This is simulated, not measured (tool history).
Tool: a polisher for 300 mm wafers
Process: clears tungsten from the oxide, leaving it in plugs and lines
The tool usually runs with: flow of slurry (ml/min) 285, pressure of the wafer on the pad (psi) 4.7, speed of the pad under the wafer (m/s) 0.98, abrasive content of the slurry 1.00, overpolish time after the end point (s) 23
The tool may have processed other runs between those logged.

run	hour	flow of slurry (ml/min)	pressure of the wafer on the pad (psi)	speed of the pad under the wafer (m/s)	abrasive content of the slurry	overpolish time after the end point (s)	incoming thickness of the incoming film, nm	time until the end point was called (s)
1	0.0	285	4.7	0.98	1.00	23	297.9	49.2
2	17.7	285	4.7	0.98	1.00	23	299.7	50.0
# hour 25.0: head pressure recalibrated
3	50.8	285	4.7	1.28	1.10	23	301.3	42.0
# hour 58.8: slurry blender recalibrated
4	64.8	185	5.7	0.86	1.00	23	305.5	46.6
5	77.9	195	6.1	0.68	1.15	23	302.4	48.4
# hour 86.3: slurry tank refilled with fresh slurry and peroxide
6	91.3	205	4.7	1.30	1.10	9	297.8	36.1
7	114.7	285	3.8	0.98	1.00	19	303.9	54.8
# hour 125.6: worn pad replaced by a new one
8	203.6	230	4.7	0.72	1.30	18	299.2	57.3
# hour 205.0: slurry nozzle cleaned
9	218.7	285	4.7	0.98	1.00	23	302.0	48.2
10	253.6	285	4.1	0.98	0.85	34	301.8	57.5
11	273.5	285	4.7	0.98	1.00	23	298.8	51.2
# hour 275.7: slurry tank refilled with fresh slurry and peroxide
12	288.0	365	4.7	0.98	0.80	14	299.0	53.1
# hour 305.7: slurry blender recalibrated
13	321.2	285	4.7	1.20	1.20	23	297.1	37.9
# hour 328.9: worn pad replaced by a new one
14	335.4	250	4.7	0.98	0.70	23	303.8	51.2
15	368.7	285	3.7	0.98	1.00	23	299.7	56.5
16	388.8	285	4.7	0.98	1.00	23	301.5	47.6
17	406.0	285	4.1	0.98	0.90	23	305.0	56.3
18	434.4	285	5.5	0.98	1.00	23	298.5	42.5
19	468.8	285	5.2	0.78	1.25	36	299.8	50.9
# hour 478.8: slurry nozzle cleaned
20	498.2	285	5.3	1.10	1.00	23	301.8	41.7
# hour 507.0: head pressure recalibrated
# hour 509.8: slurry tank refilled with fresh slurry and peroxide
# hour 510.0: slurry blender recalibrated
21	516.3	285	4.7	0.98	1.15	17	296.9	45.2
22	530.2	285	4.7	0.98	1.00	23	297.4	47.1
# hour 538.2: worn pad replaced by a new one
23	542.4	285	4.7	0.98	1.00	23	297.8	47.7
24	573.7	285	4.7	0.98	1.00	23	304.0	48.9
25	608.9	285	3.3	0.78	1.00	18	294.6	73.4

Branching from run 25: 5 alternative next runs. What would each branch give?
A	609.3	285	3.2	0.98	1.00	23	295.1	?
B	609.3	195	5.2	1.20	1.25	23	295.1	?
C	609.3	285	4.7	1.22	1.00	29	295.1	?
D	609.3	195	4.7	0.98	1.00	37	295.1	?
E	609.3	285	4.7	0.72	1.00	23	295.1	?

run	time until the end point was called (s)
A	61.2
B	35.6
C	38.8
D	47.9
E	59.1
With no hidden state in the tool, these same runs would have given:
run	time until the end point was called (s)
A	58.9
B	34.2
C	37.3
D	46.0
E	56.8

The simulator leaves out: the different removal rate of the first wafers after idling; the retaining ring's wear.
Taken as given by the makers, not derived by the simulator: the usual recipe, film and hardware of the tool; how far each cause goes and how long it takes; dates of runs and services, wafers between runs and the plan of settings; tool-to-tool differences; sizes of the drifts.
